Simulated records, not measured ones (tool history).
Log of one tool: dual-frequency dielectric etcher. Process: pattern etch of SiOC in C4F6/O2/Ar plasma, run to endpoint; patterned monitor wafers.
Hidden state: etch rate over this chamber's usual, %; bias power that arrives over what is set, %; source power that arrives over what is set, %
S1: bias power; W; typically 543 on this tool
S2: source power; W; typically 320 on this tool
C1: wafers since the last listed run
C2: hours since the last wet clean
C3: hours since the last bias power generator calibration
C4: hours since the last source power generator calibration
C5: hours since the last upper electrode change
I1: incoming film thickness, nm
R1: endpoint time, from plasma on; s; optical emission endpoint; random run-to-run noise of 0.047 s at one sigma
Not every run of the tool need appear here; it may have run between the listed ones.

run	hour	S1	S2	C1	C2	C3	C4	C5	I1	R1
1	0	543	320	0	116.1	1725.2	1975.8	5478.6	43.03	14.3
2	45.3	543	320	671	161.4	1770.5	2021.1	5523.9	43.2	14.4
3	114.1	543	370	1019	230.2	1839.3	2089.9	5592.7	43.11	13.4
4	172	543	370	857	288.1	1897.2	2147.8	5650.6	42.78	13.4
5	236.2	543	320	951	352.3	1961.4	2212	5714.8	42.74	14.3
6	301.7	543	320	970	417.8	2026.9	2277.5	5780.3	43.04	14.5
# hour 333.4: wet clean of the chamber
7	337.9	611	300	180	4.5	2063.1	2313.7	5816.5	42.89	13.9
8	401.9	611	300	948	68.5	2127.1	2377.7	5880.5	43.08	14.1
# hour 453.7: upper electrode replaced
9	462.7	543	320	545	129.3	2187.9	2438.5	9	43.37	14.4
10	522	543	320	878	188.6	2247.2	2497.8	68.3	42.91	14.3
11	571.2	543	320	728	237.8	2296.4	2547	117.5	42.65	14.2
# hour 593.6: bias power generator calibrated
12	613.3	543	290	564	279.9	19.7	2589.1	159.6	43.06	15.1
13	645.4	543	320	475	312	51.8	2621.2	191.7	43.31	14.4
14	684.8	643	320	583	351.4	91.2	2660.6	231.1	43.13	13.5
# hour 705.8: source power generator calibrated
15	710.9	643	270	327	377.5	117.3	5.1	257.2	43.26	14.8
16	769.5	430	260	868	436.1	175.9	63.7	315.8	42.85	17.3
# hour 815.5: wet clean of the chamber
17	836.5	543	320	637	21	242.9	130.7	382.8	43.16	14.3
18	869.3	543	320	485	53.8	275.7	163.5	415.6	43.52	14.4
19	919	543	320	736	103.5	325.4	213.2	465.3	42.92	14.2
20	949.9	466	380	457	134.4	356.3	244.1	496.2	42.93	13.9
21	989.2	651	320	582	173.7	395.6	283.4	535.5	42.99	13.4
22	1037.7	654	250	718	222.2	444.1	331.9	584	42.97	15

Give the tool's hidden conditions for every run:
bias power that arrives over what is set, %: 0, the same for each run
source power that arrives over what is set, %: 0, the same for each run
H1: etch rate over this chamber's usual, %
run	H1
1	-0.345
2	-0.553
3	-0.869
4	-1.13
5	-1.43
6	-1.73
7	0.336
8	0.0419
9	-0.237
10	-0.509
11	-0.735
12	-0.928
13	-1.08
14	-1.26
15	-1.38
16	-1.65
17	-0.00273
18	-0.153
19	-0.381
20	-0.523
21	-0.704
22	-0.926
